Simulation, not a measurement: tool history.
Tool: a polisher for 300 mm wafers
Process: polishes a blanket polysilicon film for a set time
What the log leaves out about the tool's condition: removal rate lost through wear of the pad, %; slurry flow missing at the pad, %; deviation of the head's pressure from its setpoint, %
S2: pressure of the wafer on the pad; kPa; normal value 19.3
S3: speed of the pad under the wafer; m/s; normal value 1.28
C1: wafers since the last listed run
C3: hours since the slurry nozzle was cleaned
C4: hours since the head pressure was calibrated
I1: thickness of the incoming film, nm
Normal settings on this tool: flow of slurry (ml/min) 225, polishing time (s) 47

{"run": 1, "hour": 0.0, "flow of slurry (ml/min)": 225, "S2": 19.3, "S3": 1.06, "polishing time (s)": 47, "C1": 0, "wafers polished on this pad": 1362, "C3": 214.5, "C4": 769.5, "I1": 2174.4, "film removed (Å)": 4276}
{"run": 2, "hour": 21.3, "flow of slurry (ml/min)": 225, "S2": 19.3, "S3": 1.28, "polishing time (s)": 47, "C1": 201, "wafers polished on this pad": 1564, "C3": 235.8, "C4": 790.8, "I1": 2247.5, "film removed (Å)": 5054}
{"run": 3, "hour": 40.9, "flow of slurry (ml/min)": 225, "S2": 19.3, "S3": 1.28, "polishing time (s)": 47, "C1": 185, "wafers polished on this pad": 1750, "C3": 255.4, "C4": 810.4, "I1": 2217.4, "film removed (Å)": 5109}
{"run": 4, "hour": 98.6, "flow of slurry (ml/min)": 225, "S2": 19.3, "S3": 1.28, "polishing time (s)": 56, "C1": 546, "wafers polished on this pad": 2296, "C3": 313.1, "C4": 868.1, "I1": 2193.3, "film removed (Å)": 6070}
{"run": 5, "hour": 119.3, "flow of slurry (ml/min)": 225, "S2": 19.3, "S3": 1.28, "polishing time (s)": 56, "C1": 196, "wafers polished on this pad": 2492, "C3": 333.8, "C4": 888.8, "I1": 2161.2, "film removed (Å)": 6100}
{"hour": 133.9, "done": "worn pad replaced by a new one"}
{"run": 6, "hour": 150.4, "flow of slurry (ml/min)": 225, "S2": 19.3, "S3": 1.28, "polishing time (s)": 47, "C1": 256, "wafers polished on this pad": 156, "C3": 364.9, "C4": 919.9, "I1": 2215.1, "film removed (Å)": 5242}
{"run": 7, "hour": 175.4, "flow of slurry (ml/min)": 225, "S2": 19.3, "S3": 1.28, "polishing time (s)": 47, "C1": 236, "wafers polished on this pad": 393, "C3": 389.9, "C4": 944.9, "I1": 2210.8, "film removed (Å)": 5158}
{"run": 8, "hour": 197.7, "flow of slurry (ml/min)": 225, "S2": 19.3, "S3": 1.28, "polishing time (s)": 47, "C1": 211, "wafers polished on this pad": 604, "C3": 412.2, "C4": 967.2, "I1": 2233.4, "film removed (Å)": 5188}
{"hour": 216.8, "done": "slurry nozzle cleaned"}
{"run": 9, "hour": 218.6, "flow of slurry (ml/min)": 225, "S2": 19.3, "S3": 1.52, "polishing time (s)": 39, "C1": 188, "wafers polished on this pad": 793, "C3": 1.8, "C4": 988.1, "I1": 2248.9, "film removed (Å)": 5112}
{"run": 10, "hour": 254.1, "flow of slurry (ml/min)": 225, "S2": 19.3, "S3": 1.28, "polishing time (s)": 47, "C1": 336, "wafers polished on this pad": 1129, "C3": 37.3, "C4": 1023.6, "I1": 2227.2, "film removed (Å)": 5171}
{"run": 11, "hour": 282.8, "flow of slurry (ml/min)": 225, "S2": 19.3, "S3": 1.28, "polishing time (s)": 47, "C1": 271, "wafers polished on this pad": 1401, "C3": 66.0, "C4": 1052.3, "I1": 2182.4, "film removed (Å)": 5137}
{"hour": 292.7, "done": "head pressure recalibrated"}
{"run": 12, "hour": 318.4, "flow of slurry (ml/min)": 225, "S2": 19.3, "S3": 1.28, "polishing time (s)": 47, "C1": 318, "wafers polished on this pad": 1719, "C3": 101.6, "C4": 25.7, "I1": 2248.4, "film removed (Å)": 5148}
{"run": 13, "hour": 342.7, "flow of slurry (ml/min)": 225, "S2": 19.3, "S3": 1.28, "polishing time (s)": 47, "C1": 230, "wafers polished on this pad": 1949, "C3": 125.9, "C4": 50.0, "I1": 2178.1, "film removed (Å)": 5038}
{"run": 14, "hour": 360.5, "flow of slurry (ml/min)": 225, "S2": 19.3, "S3": 1.28, "polishing time (s)": 47, "C1": 168, "wafers polished on this pad": 2118, "C3": 143.7, "C4": 67.8, "I1": 2225.4, "film removed (Å)": 5142}
{"run": 15, "hour": 389.1, "flow of slurry (ml/min)": 285, "S2": 19.3, "S3": 1.28, "polishing time (s)": 47, "C1": 270, "wafers polished on this pad": 2389, "C3": 172.3, "C4": 96.4, "I1": 2198.9, "film removed (Å)": 5137}
{"hour": 418.5, "done": "worn pad replaced by a new one"}
{"run": 16, "hour": 419.0, "flow of slurry (ml/min)": 225, "S2": 19.3, "S3": 1.28, "polishing time (s)": 47, "C1": 245, "wafers polished on this pad": 5, "C3": 202.2, "C4": 126.3, "I1": 2225.3, "film removed (Å)": 5256}
{"run": 17, "hour": 439.7, "flow of slurry (ml/min)": 280, "S2": 19.3, "S3": 0.9, "polishing time (s)": 56, "C1": 196, "wafers polished on this pad": 201, "C3": 222.9, "C4": 147.0, "I1": 2237.0, "film removed (Å)": 4502}
{"run": 18, "hour": 456.6, "flow of slurry (ml/min)": 225, "S2": 19.3, "S3": 1.28, "polishing time (s)": 62, "C1": 160, "wafers polished on this pad": 361, "C3": 239.8, "C4": 163.9, "I1": 2188.4, "film removed (Å)": 6908}
{"run": 19, "hour": 483.0, "flow of slurry (ml/min)": 195, "S2": 15.9, "S3": 0.92, "polishing time (s)": 47, "C1": 250, "wafers polished on this pad": 611, "C3": 266.2, "C4": 190.3, "I1": 2197.5, "film removed (Å)": 3224}
{"run": 20, "hour": 502.4, "flow of slurry (ml/min)": 195, "S2": 19.3, "S3": 1.28, "polishing time (s)": 40, "C1": 183, "wafers polished on this pad": 795, "C3": 285.6, "C4": 209.7, "I1": 2207.1, "film removed (Å)": 4277}
{"run": 21, "hour": 524.3, "flow of slurry (ml/min)": 275, "S2": 26.2, "S3": 1.64, "polishing time (s)": 47, "C1": 207, "wafers polished on this pad": 1002, "C3": 307.5, "C4": 231.6, "I1": 2164.2, "film removed (Å)": 8140}
{"run": 22, "hour": 540.3, "flow of slurry (ml/min)": 180, "S2": 17.2, "S3": 1.28, "polishing time (s)": 47, "C1": 151, "wafers polished on this pad": 1153, "C3": 323.5, "C4": 247.6, "I1": 2181.8, "film removed (Å)": 4704}
{"hour": 552.3, "done": "slurry nozzle cleaned"}
{"run": 23, "hour": 574.0, "flow of slurry (ml/min)": 170, "S2": 19.3, "S3": 1.28, "polishing time (s)": 47, "C1": 309, "wafers polished on this pad": 1463, "C3": 21.7, "C4": 281.3, "I1": 2231.2, "film removed (Å)": 4871}
{"run": 24, "hour": 600.8, "flow of slurry (ml/min)": 225, "S2": 19.3, "S3": 1.02, "polishing time (s)": 62, "C1": 253, "wafers polished on this pad": 1717, "C3": 48.5, "C4": 308.1, "I1": 2177.5, "film removed (Å)": 5383}
{"run": 25, "hour": 636.1, "flow of slurry (ml/min)": 160, "S2": 15.9, "S3": 0.92, "polishing time (s)": 54, "C1": 334, "wafers polished on this pad": 2051, "C3": 83.8, "C4": 343.4, "I1": 2237.4, "film removed (Å)": 3598}
{"hour": 656.2, "done": "worn pad replaced by a new one"}
{"run": 26, "hour": 662.9, "flow of slurry (ml/min)": 225, "S2": 15.9, "S3": 1.28, "polishing time (s)": 47, "C1": 215, "wafers polished on this pad": 63, "C3": 110.6, "C4": 370.2, "I1": 2215.1, "film removed (Å)": 4731}
{"run": 27, "hour": 696.6, "flow of slurry (ml/min)": 260, "S2": 19.3, "S3": 1.28, "polishing time (s)": 47, "C1": 319, "wafers polished on this pad": 383, "C3": 144.3, "C4": 403.9, "I1": 2168.2, "film removed (Å)": 5315}
{"run": 28, "hour": 716.7, "flow of slurry (ml/min)": 225, "S2": 19.3, "S3": 1.28, "polishing time (s)": 31, "C1": 190, "wafers polished on this pad": 573, "C3": 164.4, "C4": 424.0, "I1": 2201.3, "film removed (Å)": 3371}
{"run": 29, "hour": 751.0, "flow of slurry (ml/min)": 270, "S2": 19.3, "S3": 0.92, "polishing time (s)": 59, "C1": 324, "wafers polished on this pad": 898, "C3": 198.7, "C4": 458.3, "I1": 2185.2, "film removed (Å)": 4795}
{"run": 30, "hour": 779.8, "flow of slurry (ml/min)": 300, "S2": 16.5, "S3": 1.4, "polishing time (s)": 35, "C1": 272, "wafers polished on this pad": 1171, "C3": 227.5, "C4": 487.1, "I1": 2182.5, "film removed (Å)": 3969}
{"run": 31, "hour": 831.0, "flow of slurry (ml/min)": 225, "S2": 19.3, "S3": 1.28, "polishing time (s)": 47, "C1": 484, "wafers polished on this pad": 1656, "C3": 278.7, "C4": 538.3, "I1": 2236.3, "film removed (Å)": 5042}
{"run": 32, "hour": 866.9, "flow of slurry (ml/min)": 225, "S2": 19.3, "S3": 1.28, "polishing time (s)": 47, "C1": 340, "wafers polished on this pad": 1996, "C3": 314.6, "C4": 574.2, "I1": 2202.3, "film removed (Å)": 5119}
{"hour": 895.4, "done": "slurry nozzle cleaned"}
{"run": 33, "hour": 898.3, "flow of slurry (ml/min)": 225, "S2": 19.3, "S3": 1.28, "polishing time (s)": 47, "C1": 287, "wafers polished on this pad": 2283, "C3": 2.9, "C4": 605.6, "I1": 2195.3, "film removed (Å)": 5052}
{"run": 34, "hour": 921.0, "flow of slurry (ml/min)": 180, "S2": 15.2, "S3": 1.28, "polishing time (s)": 42, "C1": 215, "wafers polished on this pad": 2498, "C3": 25.6, "C4": 628.3, "I1": 2165.7, "film removed (Å)": 3803}
{"hour": 932.3, "done": "worn pad replaced by a new one"}
{"run": 35, "hour": 956.4, "flow of slurry (ml/min)": 225, "S2": 19.3, "S3": 1.28, "polishing time (s)": 54, "C1": 297, "wafers polished on this pad": 227, "C3": 61.0, "C4": 663.7, "I1": 2181.4, "film removed (Å)": 5984}
{"run": 36, "hour": 980.8, "flow of slurry (ml/min)": 225, "S2": 23.4, "S3": 1.28, "polishing time (s)": 47, "C1": 231, "wafers polished on this pad": 459, "C3": 85.4, "C4": 688.1, "I1": 2214.2, "film removed (Å)": 5835}
{"run": 37, "hour": 1026.2, "flow of slurry (ml/min)": 160, "S2": 19.3, "S3": 1.0, "polishing time (s)": 42, "C1": 430, "wafers polished on this pad": 889, "C3": 130.8, "C4": 733.5, "I1": 2182.7, "film removed (Å)": 3422}
{"run": 38, "hour": 1057.0, "flow of slurry (ml/min)": 280, "S2": 19.3, "S3": 1.28, "polishing time (s)": 47, "C1": 291, "wafers polished on this pad": 1180, "C3": 161.6, "C4": 764.3, "I1": 2217.9, "film removed (Å)": 5336}

Subtracting, for every run, the result it would have given without the tool's unlogged condition from the measured result gives the following. The same run-to-run variation enters both numbers; the gauge's scatter may not:
run=1 film_removed_(Å)=-177
run=2 film_removed_(Å)=-218
run=3 film_removed_(Å)=-227
run=4 film_removed_(Å)=-286
run=5 film_removed_(Å)=-290
run=6 film_removed_(Å)=-41
run=7 film_removed_(Å)=-81
run=8 film_removed_(Å)=-109
run=9 film_removed_(Å)=-128
run=10 film_removed_(Å)=-155
run=11 film_removed_(Å)=-169
run=12 film_removed_(Å)=-182
run=13 film_removed_(Å)=-185
run=14 film_removed_(Å)=-192
run=15 film_removed_(Å)=-197
run=16 film_removed_(Å)=-15
run=17 film_removed_(Å)=-47
run=18 film_removed_(Å)=-108
run=19 film_removed_(Å)=-72
run=20 film_removed_(Å)=-110
run=21 film_removed_(Å)=-238
run=22 film_removed_(Å)=-147
run=23 film_removed_(Å)=-168
run=24 film_removed_(Å)=-196
run=25 film_removed_(Å)=-138
run=26 film_removed_(Å)=-13
run=27 film_removed_(Å)=-73
run=28 film_removed_(Å)=-63
run=29 film_removed_(Å)=-120
run=30 film_removed_(Å)=-115
run=31 film_removed_(Å)=-168
run=32 film_removed_(Å)=-180
run=33 film_removed_(Å)=-183
run=34 film_removed_(Å)=-140
run=35 film_removed_(Å)=-78
run=36 film_removed_(Å)=-117
run=37 film_removed_(Å)=-99
run=38 film_removed_(Å)=-177
